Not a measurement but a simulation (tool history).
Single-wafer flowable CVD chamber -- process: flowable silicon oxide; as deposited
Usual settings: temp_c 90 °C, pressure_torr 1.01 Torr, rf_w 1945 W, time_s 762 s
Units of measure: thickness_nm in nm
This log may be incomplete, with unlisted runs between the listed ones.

| run | hour | temp_c | pressure_torr | rf_w | time_s | read-back reference wafer on the same gauge, thickness_nm | thickness_nm |
|---|---|---|---|---|---|---|---|
| 1 | 0 | 90 | 1.01 | 1945 | 762 | 979.971 | 871.823 |
| 2 | 29.8 | 90 | 1.01 | 1945 | 762 | 982.67 | 873.185 |
|  | 71.2 | showerhead replaced |
| 3 | 71.7 | 90 | 1.01 | 1945 | 762 | 979.126 | 880.169 |
| 4 | 84.1 | 90 | 1.01 | 1945 | 762 | 981.418 | 875.937 |
| 5 | 108 | 90 | 1.01 | 1945 | 762 | 980.383 | 870.795 |
| 6 | 123.6 | 90 | 1.01 | 1945 | 762 | 981.475 | 879.286 |
| 7 | 150.5 | 90 | 1.01 | 1945 | 762 | 981.375 | 876.559 |
| 8 | 167.6 | 90 | 1.01 | 1945 | 762 | 981.056 | 877.753 |
| 9 | 181.4 | 90 | 1.01 | 1945 | 762 | 981.762 | 879.289 |
| 10 | 200.4 | 90 | 1.17 | 1945 | 615 | 981.514 | 774.277 |
| 11 | 220.5 | 83 | 1.01 | 1725 | 618 | 980.439 | 831.54 |
|  | 237.8 | thermocouple changed; heater temperature recalibrated |
| 12 | 244.8 | 80 | 1.01 | 1945 | 762 | 981.868 | 1142.389 |
|  | 256.3 | capacitance manometer re-zeroed and calibrated |
| 13 | 279.8 | 90 | 1.01 | 1945 | 762 | 980.586 | 848.787 |
| 14 | 314.8 | 83 | 1.01 | 1725 | 618 | 979.967 | 799.947 |
| 15 | 335.6 | 90 | 0.77 | 1945 | 687 | 980.564 | 652.208 |
|  | 351.8 | gauge calibrated |
| 16 | 366.4 | 102 | 1.25 | 1945 | 853 | 982.874 | 764.275 |
|  | 382.7 | RF generator calibrated |
| 17 | 395.8 | 79 | 1.01 | 1945 | 762 | 981.731 | 1126.915 |
| 18 | 477.6 | 90 | 1.01 | 1945 | 762 | 981.13 | 848.005 |
| 19 | 511.3 | 99 | 0.88 | 2120 | 900 | 981.721 | 722.438 |
| 20 | 542.2 | 90 | 1.01 | 1945 | 762 | 981.093 | 848.137 |
| 21 | 571.5 | 90 | 0.9 | 1840 | 762 | 980.069 | 781.886 |
| 22 | 601.1 | 85 | 1.21 | 1945 | 698 | 981.605 | 989.212 |
| 23 | 690.3 | 95 | 0.85 | 2260 | 833 | 980.036 | 737.175 |
| 24 | 712.9 | 90 | 1.01 | 2220 | 762 | 981.511 | 869.187 |
| 25 | 737.9 | 97 | 1.01 | 1580 | 884 | 980.67 | 766.348 |
| 26 | 753.1 | 90 | 1.12 | 1945 | 762 | 981.888 | 901.518 |
| 27 | 782.1 | 83 | 1.01 | 1725 | 618 | 980.522 | 806.695 |
| 28 | 803.7 | 79 | 1.17 | 2315 | 650 | 981.839 | 1089.041 |
| 29 | 824.3 | 90 | 1.01 | 1945 | 762 | 982.196 | 845.46 |

3 options for the next run, each taken on its own from the tool as it stands now. Forecast them:
| A | 824.9 | 90 | 1.01 | 2175 | 762 | ? | ? |
| B | 824.9 | 90 | 1.01 | 1945 | 669 | ? | ? |
| C | 824.9 | 77 | 0.9 | 1760 | 817 | ? | ? |

| run | read-back reference wafer on the same gauge, thickness_nm | thickness_nm |
|---|---|---|
| A | 980.367 | 864.574 |
| B | 980.367 | 744.165 |
| C | 980.367 | 1160.788 |
With no hidden state in the tool, these same runs would have given:
| run | thickness_nm |
|---|---|
| A | 859.886 |
| B | 740.129 |
| C | 1154.493 |

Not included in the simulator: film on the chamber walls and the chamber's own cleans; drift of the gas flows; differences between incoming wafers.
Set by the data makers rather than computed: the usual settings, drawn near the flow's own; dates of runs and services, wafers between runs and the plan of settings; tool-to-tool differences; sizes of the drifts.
